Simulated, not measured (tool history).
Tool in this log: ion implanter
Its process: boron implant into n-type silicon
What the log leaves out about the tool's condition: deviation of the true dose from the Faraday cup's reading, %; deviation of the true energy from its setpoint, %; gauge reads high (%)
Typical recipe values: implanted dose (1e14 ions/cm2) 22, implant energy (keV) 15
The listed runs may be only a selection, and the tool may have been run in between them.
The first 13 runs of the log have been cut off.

run,day,implanted dose (1e14 ions/cm2),implant energy (keV),wafers since the last listed run,hours since the last dose calibration,hours since the extraction supply was calibrated,hours since the gauge calibration,"read-back reference wafer on the same gauge, sheet resistance",sheet resistance of the implanted and annealed layer (ohm/square)
14,16.821,22,15,215,1759,3507.4,317.9,92.68,93.08
15,17.533,22,15,151,1776.1,3524.5,335,92.69,92.82
16,18.875,22,15,286,1808.3,3556.7,367.2,92.7,92.79
# day 19.525: Faraday cup replaced and dose calibrated
17,19.671,22,15,98,3.5,3575.8,386.3,92.66,94.45
18,20.371,24.64,20,149,20.3,3592.6,403.1,92.72,81.34
19,21.175,22,15,171,39.6,3611.9,422.4,92.63,94.37
20,22.388,22,15,258,68.7,3641,451.5,92.7,94.18
21,23.671,19.58,10.5,273,99.5,3671.8,482.3,92.71,115.39
22,25.096,22,10.5,303,133.7,3706,516.5,92.71,112.76
23,25.767,27.27,20,143,149.8,3722.1,532.6,92.71,78.19
# day 26: gauge calibrated
# day 26.475: extraction supply calibrated
24,27.758,24.18,19.5,353,197.6,30.8,42.2,92.71,82.37
25,28.671,22,17.5,194,219.5,52.7,64.1,92.71,88.34
26,29.967,23.81,15,276,250.6,83.8,95.2,92.68,91.99
27,31.442,22,15,314,286,119.2,130.6,92.67,94.07
28,32.075,25.93,10,135,301.2,134.4,145.8,92.69,112.95
29,33.338,22,20,269,331.5,164.7,176.1,92.66,84.31
30,34.571,25.95,15,263,361.1,194.3,205.7,92.72,89.58
31,35.129,18.56,15,119,374.5,207.7,219.1,92.67,99.6
32,35.783,22,15,139,390.2,223.4,234.8,92.72,93.57

Here are 4 independent what-if runs from the current tool condition. What would each one return?
A,35.8,22,17,3,390.6,223.8,235.2,?,?
B,35.8,27.74,17,3,390.6,223.8,235.2,?,?
C,35.8,28.39,11.5,3,390.6,223.8,235.2,?,?
D,35.8,22,12.5,3,390.6,223.8,235.2,?,?

run,"read-back reference wafer on the same gauge, sheet resistance",sheet resistance of the implanted and annealed layer (ohm/square)
A,92.66,89.25
B,92.66,83.14
C,92.66,102.34
D,92.66,102.56
What these runs would have given with no unlogged condition in the tool:
run,sheet resistance of the implanted and annealed layer (ohm/square)
A,89.86
B,83.54
C,102.62
D,103.05
